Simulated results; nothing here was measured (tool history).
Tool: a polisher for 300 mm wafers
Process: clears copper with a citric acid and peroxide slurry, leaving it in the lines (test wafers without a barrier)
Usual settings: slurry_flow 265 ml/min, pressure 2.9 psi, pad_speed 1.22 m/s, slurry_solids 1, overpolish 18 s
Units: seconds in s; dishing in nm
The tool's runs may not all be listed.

run,hour,slurry_flow,pressure,pad_speed,slurry_solids,overpolish,wafers since the last listed run,wafers polished on this pad,hours since the slurry nozzle was cleaned,hours since the head pressure was calibrated,hours since the slurry blender was calibrated,"incoming thickness of the incoming film, nm",seconds,dishing
1,0,265,2.9,1.22,1,18,0,558,266.6,186.5,425.1,428.2,207.6,30
# hour 38.9: slurry blender recalibrated
2,39.4,265,2.9,1.22,1,18,335,894,306,225.9,0.5,421.1,203.6,29.6
3,115.1,265,2.9,1.22,1,18,678,1572,381.7,301.6,76.2,429.8,206.7,31.5
4,213.8,265,2.9,1.22,1,18,885,2458,480.4,400.3,174.9,428,210.7,30.9
5,271.8,265,2.9,1.22,1,9,520,2978,538.4,458.3,232.9,432.8,208.7,16
# hour 344.2: slurry nozzle cleaned
6,374.5,265,2.9,1.22,1,9,912,3890,30.3,561,335.6,432.1,212.9,15.2
7,445.7,265,2.9,1.22,1,9,638,4529,101.5,632.2,406.8,435.9,216.4,14.9
# hour 502.5: worn pad replaced by a new one, of another model than before
8,526.5,265,2.9,1.22,1,18,688,214,182.3,713,487.6,430.8,210.5,29.9
9,582.9,265,2.9,1.22,1,18,505,720,238.7,769.4,544,430.4,212.4,29
# hour 622.7: slurry blender recalibrated
# hour 628.8: head pressure recalibrated
10,665.3,265,2.9,1.22,1,18,703,1423,321.1,36.5,42.6,434.9,202.2,31.1
11,725.2,265,3.2,1.22,1,18,537,1961,381,96.4,102.5,425,185.3,31.9
12,796.5,265,2.9,1.22,1,18,639,2600,452.3,167.7,173.8,430.9,200.7,30.7
13,836.1,265,3.8,1.22,1.1,18,355,2955,491.9,207.3,213.4,422.3,157.6,36.1
14,908.9,265,2.9,1.4,1,18,652,3608,564.7,280.1,286.2,434.3,179.9,34.1
15,957.6,265,2.9,1.22,1,25,436,4045,613.4,328.8,334.9,434.8,205.5,40.8
# hour 964.4: slurry nozzle cleaned
# hour 1027.5: worn pad replaced by a new one
16,1056.5,265,3.2,1.22,1,18,842,260,92.1,427.7,433.8,428.3,188,31.7
17,1105.2,240,3.3,1.22,1.3,21,436,696,140.8,476.4,482.5,421.6,168.5,40
# hour 1129.9: slurry blender recalibrated
18,1200.1,265,2.9,1.22,1,18,833,1530,235.7,571.3,70.2,422.6,203.1,29.7
19,1348.7,265,2.9,1.22,1,26,1332,2862,384.3,719.9,218.8,431.4,207.1,41.8
# hour 1426.7: head pressure recalibrated
20,1443.6,300,3.7,1.22,1,18,833,3696,479.2,16.9,313.7,429.9,169.5,34.3
# hour 1519.1: slurry nozzle cleaned
21,1527.6,265,2.9,1.22,1,18,744,4440,8.5,100.9,397.7,436.1,204.3,30.8
22,1589.1,265,2.4,1.4,1.25,22,551,4992,70,162.4,459.2,432.7,190.7,36.7
23,1632.8,265,2.9,1.22,0.8,18,391,5384,113.7,206.1,502.9,428,225,27.8
# hour 1638: worn pad replaced by a new one
# hour 1703.6: slurry blender recalibrated
24,1716.7,265,2.9,1.22,1,18,698,687,197.6,290,13.1,434.7,206.3,30.5
25,1778.5,265,2.9,1.22,1,18,554,1242,259.4,351.8,74.9,425.5,205.7,29.3
26,1847.8,265,2.2,0.86,1,18,621,1863,328.7,421.1,144.2,430.3,352.8,18.9
27,1926.5,265,2.9,1.22,1,10,705,2569,407.4,499.8,222.9,426.1,203.5,17.5
# hour 1991.1: slurry nozzle cleaned
# hour 2124.3: worn pad replaced by a new one
28,2128.9,265,2.9,0.94,0.7,18,1770,41,137.8,702.2,425.3,427.8,308,20.7
29,2180.7,330,2.9,1.22,1.1,18,464,506,189.6,754,477.1,428.8,202.6,31.1

Forecast each of these 3 alternatives for the next run:
A,2181.2,265,2.9,1.22,1,28,4,510,190.1,754.5,477.6,428.3,?,?
B,2181.2,230,3.4,1.22,1,18,4,510,190.1,754.5,477.6,428.3,?,?
C,2181.2,265,2,1.38,1,26,4,510,190.1,754.5,477.6,428.3,?,?

run,seconds,dishing
A,208,42.1
B,186.9,32
C,236.2,35.4
Without the tool's hidden state the same runs would have given:
run,seconds,dishing
A,197.7,44
B,177.6,33.5
C,224.5,37
